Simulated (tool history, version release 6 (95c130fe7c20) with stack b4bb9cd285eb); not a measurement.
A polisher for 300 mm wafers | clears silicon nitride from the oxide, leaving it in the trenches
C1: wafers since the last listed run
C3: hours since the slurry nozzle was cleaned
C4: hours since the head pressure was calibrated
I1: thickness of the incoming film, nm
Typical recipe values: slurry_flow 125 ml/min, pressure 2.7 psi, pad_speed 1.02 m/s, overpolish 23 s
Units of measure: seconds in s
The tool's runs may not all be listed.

Run 1, day 0: usual settings but pressure 3.4 psi, overpolish 29 s; C1 0; wafers polished on this pad 338; C3 640.9; C4 1130; I1 70.8. Result: seconds 86.4 s.
At day 0.95: worn pad replaced by a new one.
Run 2, day 1.483: usual settings but pressure 3.4 psi, overpolish 29 s; C1 190; wafers polished on this pad 76; C3 676.5; C4 1165.6; I1 70.1. Result: seconds 80.4 s.
Run 3, day 2.788: usual settings but pressure 3.3 psi; C1 188; wafers polished on this pad 265; C3 707.8; C4 1196.9; I1 69.9. Result: seconds 86.3 s.
Run 4, day 3.388: usual settings but pad_speed 1.3 m/s; C1 86; wafers polished on this pad 351; C3 722.2; C4 1211.3; I1 70.3. Result: seconds 83.1 s.
Run 5, day 4.188: usual settings but pressure 3.2 psi; C1 115; wafers polished on this pad 467; C3 741.4; C4 1230.5; I1 69.3. Result: seconds 93.4 s.
At day 4.658: worn pad replaced by a new one.
Run 6, day 5.383: usual settings but pressure 3.2 psi; C1 148; wafers polished on this pad 104; C3 770.1; C4 1259.2; I1 70.1. Result: seconds 86.6 s.
At day 5.871: slurry nozzle cleaned.
At day 6.338: head pressure recalibrated.
Run 7, day 6.404: usual settings but overpolish 33 s; C1 129; wafers polished on this pad 233; C3 12.8; C4 1.6; I1 70. Result: seconds 103.7 s.
Run 8, day 7.067: usual settings but pressure 3.2 psi; C1 95; wafers polished on this pad 329; C3 28.7; C4 17.5; I1 70.1. Result: seconds 90.5 s.
Run 9, day 7.779: usual settings but pressure 2.4 psi, pad_speed 0.74 m/s, overpolish 18 s; C1 102; wafers polished on this pad 432; C3 45.8; C4 34.6; I1 69.1. Result: seconds 168.4 s.
At day 8.112: worn pad replaced by a new one.
Run 10, day 8.883: usual settings but pressure 2.1 psi, pad_speed 0.86 m/s; C1 135; wafers polished on this pad 111; C3 72.3; C4 61.1; I1 70.1. Result: seconds 155.2 s.
Run 11, day 10.379: usual settings but slurry_flow 100 ml/min, pad_speed 0.84 m/s; C1 215; wafers polished on this pad 327; C3 108.2; C4 97; I1 69.6. Result: seconds 137.2 s.
At day 11.712: worn pad replaced by a new one.
Run 12, day 11.733: usual settings but pressure 3 psi, pad_speed 1.14 m/s; C1 171; wafers polished on this pad 3; C3 140.7; C4 129.5; I1 70.3. Result: seconds 79.2 s.
Run 13, day 12.479: usual settings but pressure 3.1 psi; C1 107; wafers polished on this pad 110; C3 158.6; C4 147.4; I1 70.8. Result: seconds 91.9 s.
Run 14, day 13.729: usual settings; C1 180; wafers polished on this pad 291; C3 188.6; C4 177.4; I1 70.6. Result: seconds 108 s.

Branching from run 14: 5 alternative next runs. What would each branch give?
Run A, day 13.75: usual settings; C1 3; wafers polished on this pad 294; C3 189.1; C4 177.9; I1 69.5. Result: seconds ?.
Run B, day 13.75: usual settings but slurry_flow 85 ml/min, pressure 3.3 psi, pad_speed 0.74 m/s, overpolish 16 s; C1 3; wafers polished on this pad 294; C3 189.1; C4 177.9; I1 69.5. Result: seconds ?.
Run C, day 13.75: usual settings but pad_speed 1.2 m/s, overpolish 34 s; C1 3; wafers polished on this pad 294; C3 189.1; C4 177.9; I1 69.5. Result: seconds ?.
Run D, day 13.75: usual settings but slurry_flow 165 ml/min, pad_speed 1.24 m/s, overpolish 11 s; C1 3; wafers polished on this pad 294; C3 189.1; C4 177.9; I1 69.5. Result: seconds ?.
Run E, day 13.75: usual settings but slurry_flow 160 ml/min, pressure 3.2 psi, pad_speed 1.22 m/s; C1 3; wafers polished on this pad 294; C3 189.1; C4 177.9; I1 69.5. Result: seconds ?.

run  seconds
  A    107.8
  B    134.9
  C     91.7
  D     84.5
  E     73.9
The same runs, with their run-to-run variation unchanged, on a tool lacking any hidden condition would have given:
run  seconds
  A     93.9
  B    117.5
  C     79.8
  D     73.6
  E     64.3
